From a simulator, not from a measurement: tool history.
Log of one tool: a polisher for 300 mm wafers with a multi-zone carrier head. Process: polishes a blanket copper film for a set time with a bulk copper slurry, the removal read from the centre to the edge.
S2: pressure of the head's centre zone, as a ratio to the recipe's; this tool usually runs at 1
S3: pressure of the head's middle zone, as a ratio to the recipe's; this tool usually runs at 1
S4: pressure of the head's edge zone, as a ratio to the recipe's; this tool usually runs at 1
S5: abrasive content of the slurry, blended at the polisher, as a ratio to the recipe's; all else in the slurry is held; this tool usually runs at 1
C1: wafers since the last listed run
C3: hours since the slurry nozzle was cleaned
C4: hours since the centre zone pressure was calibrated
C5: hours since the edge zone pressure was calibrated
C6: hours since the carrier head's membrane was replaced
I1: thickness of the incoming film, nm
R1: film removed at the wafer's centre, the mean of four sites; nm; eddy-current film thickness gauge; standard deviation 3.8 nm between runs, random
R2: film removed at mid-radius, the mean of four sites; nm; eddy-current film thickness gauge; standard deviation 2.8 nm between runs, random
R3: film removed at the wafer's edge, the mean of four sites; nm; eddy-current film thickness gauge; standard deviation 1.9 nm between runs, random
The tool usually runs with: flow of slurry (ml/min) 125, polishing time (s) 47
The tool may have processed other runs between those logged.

Run 1, hour 0: usual settings but S3 1.05, polishing time (s) 54; C1 0; wafers polished on this pad 471; C3 338.5; C4 845.4; C5 973.8; C6 1616.2; I1 2630.2. Result: R1 308.6 nm, R2 330.3 nm, R3 316.2 nm.
Run 2, hour 9.4: usual settings but S3 1.05, polishing time (s) 54; C1 69; wafers polished on this pad 541; C3 347.9; C4 854.8; C5 983.2; C6 1625.6; I1 2611.3. Result: R1 315.4 nm, R2 334.5 nm, R3 312.3 nm.
Run 3, hour 16.7: usual settings; C1 53; wafers polished on this pad 594; C3 355.2; C4 862.1; C5 990.5; C6 1632.9; I1 2621.3. Result: R1 265.5 nm, R2 276.7 nm, R3 268.8 nm.
Run 4, hour 26.7: usual settings; C1 73; wafers polished on this pad 668; C3 365.2; C4 872.1; C5 1000.5; C6 1642.9; I1 2589. Result: R1 267.9 nm, R2 271.9 nm, R3 268.6 nm.
Run 5, hour 36.1: usual settings but flow of slurry (ml/min) 105, S2 1.03; C1 69; wafers polished on this pad 738; C3 374.6; C4 881.5; C5 1009.9; C6 1652.3; I1 2585.4. Result: R1 259.3 nm, R2 264.4 nm, R3 259.7 nm.
Run 6, hour 85.3: usual settings but flow of slurry (ml/min) 105, S2 1.03; C1 363; wafers polished on this pad 1102; C3 423.8; C4 930.7; C5 1059.1; C6 1701.5; I1 2620.1. Result: R1 249.6 nm, R2 258 nm, R3 250.7 nm.
Run 7, hour 92.8: usual settings but flow of slurry (ml/min) 105, S2 1.03; C1 55; wafers polished on this pad 1157; C3 431.3; C4 938.2; C5 1066.6; C6 1709; I1 2650.3. Result: R1 245.1 nm, R2 252.9 nm, R3 252.1 nm.
Run 8, hour 99.4: usual settings but polishing time (s) 55; C1 48; wafers polished on this pad 1206; C3 437.9; C4 944.8; C5 1073.2; C6 1715.6; I1 2578.2. Result: R1 296.5 nm, R2 302.7 nm, R3 301.1 nm.
At hour 114.5: worn pad replaced by a new one.
At hour 136.8: carrier head's membrane replaced by a new one.
Run 9, hour 143: usual settings but polishing time (s) 55; C1 255; wafers polished on this pad 174; C3 481.5; C4 988.4; C5 1116.8; C6 6.2; I1 2603.9. Result: R1 313.4 nm, R2 328.3 nm, R3 321.6 nm.
At hour 153.9: slurry nozzle cleaned.
Run 10, hour 156.1: usual settings but polishing time (s) 55; C1 89; wafers polished on this pad 263; C3 2.2; C4 1001.5; C5 1129.9; C6 19.3; I1 2574. Result: R1 341 nm, R2 343.6 nm, R3 331.5 nm.
Run 11, hour 166.7: usual settings; C1 78; wafers polished on this pad 341; C3 12.8; C4 1012.1; C5 1140.5; C6 29.9; I1 2546.7. Result: R1 281.2 nm, R2 288.9 nm, R3 283.7 nm.
Run 12, hour 180.8: usual settings but flow of slurry (ml/min) 95; C1 104; wafers polished on this pad 446; C3 26.9; C4 1026.2; C5 1154.6; C6 44; I1 2618.1. Result: R1 258.9 nm, R2 274.9 nm, R3 265.2 nm.
At hour 186.3: edge zone pressure recalibrated.
Run 13, hour 190.1: usual settings but flow of slurry (ml/min) 155, S2 0.88, S3 0.91; C1 53; wafers polished on this pad 500; C3 36.2; C4 1035.5; C5 3.8; C6 53.3; I1 2592.2. Result: R1 259.9 nm, R2 275.6 nm, R3 281.9 nm.
Run 14, hour 197.4: usual settings but S2 1.09; C1 53; wafers polished on this pad 554; C3 43.5; C4 1042.8; C5 11.1; C6 60.6; I1 2579.1. Result: R1 299.5 nm, R2 284 nm, R3 270.4 nm.
Run 15, hour 215: usual settings but S3 0.93, polishing time (s) 41; C1 130; wafers polished on this pad 684; C3 61.1; C4 1060.4; C5 28.7; C6 78.2; I1 2637.2. Result: R1 237.4 nm, R2 229.1 nm, R3 238.3 nm.
Run 16, hour 231.9: usual settings but S5 0.9, polishing time (s) 35; C1 124; wafers polished on this pad 809; C3 78; C4 1077.3; C5 45.6; C6 95.1; I1 2572. Result: R1 196.7 nm, R2 198.5 nm, R3 195.9 nm.
At hour 238.6: centre zone pressure recalibrated.
Run 17, hour 241.1: usual settings; C1 53; wafers polished on this pad 862; C3 87.2; C4 2.5; C5 54.8; C6 104.3; I1 2621.2. Result: R1 271.9 nm, R2 274.3 nm, R3 266.3 nm.
Run 18, hour 254.7: usual settings but S3 1.11, polishing time (s) 32; C1 100; wafers polished on this pad 962; C3 100.8; C4 16.1; C5 68.4; C6 117.9; I1 2639.9. Result: R1 184.6 nm, R2 206.5 nm, R3 180.9 nm.
Run 19, hour 281.3: usual settings but polishing time (s) 54; C1 196; wafers polished on this pad 1159; C3 127.4; C4 42.7; C5 95; C6 144.5; I1 2594.1. Result: R1 308.1 nm, R2 318.2 nm, R3 304.3 nm.
At hour 292.8: worn pad replaced by a new one.
Run 20, hour 293.3: usual settings but S2 1.05, polishing time (s) 40; C1 59; wafers polished on this pad 3; C3 139.4; C4 54.7; C5 107; C6 156.5; I1 2592.1. Result: R1 275.3 nm, R2 262.8 nm, R3 253 nm.
Run 21, hour 297: usual settings but S4 0.89, S5 0.8, polishing time (s) 38; C1 27; wafers polished on this pad 30; C3 143.1; C4 58.4; C5 110.7; C6 160.2; I1 2575.8. Result: R1 230.7 nm, R2 235.9 nm, R3 215.9 nm.
Run 22, hour 307.3: usual settings but S2 0.91, S3 0.94; C1 76; wafers polished on this pad 106; C3 153.4; C4 68.7; C5 121; C6 170.5; I1 2601.8. Result: R1 271.1 nm, R2 283.5 nm, R3 294.8 nm.

Forecast each of these 3 alternatives for the next run:
Run A, hour 307.7: usual settings but S2 0.91; C1 2; wafers polished on this pad 109; C3 153.8; C4 69.1; C5 121.4; C6 170.9; I1 2601.5. Result: R1 ?, R2 ?, R3 ?.
Run B, hour 307.7: usual settings but S2 1.1, S3 1.08, S4 0.89, S5 1.1; C1 2; wafers polished on this pad 109; C3 153.8; C4 69.1; C5 121.4; C6 170.9; I1 2601.5. Result: R1 ?, R2 ?, R3 ?.
Run C, hour 307.7: usual settings but flow of slurry (ml/min) 90, S2 1.1; C1 2; wafers polished on this pad 109; C3 153.8; C4 69.1; C5 121.4; C6 170.9; I1 2601.5. Result: R1 ?, R2 ?, R3 ?.

run     R1     R2     R3
  A  268.7  299.3  291.4
  B  333.6  327.3  285.1
  C  297.1  276.5  276.2
Stripped of hidden state, with their random variation kept, the same runs would have yielded:
run     R1     R2     R3
  A  283.4  315.4  306.3
  B  351.8  344.8  299.7
  C  314.2  291.9  290.7
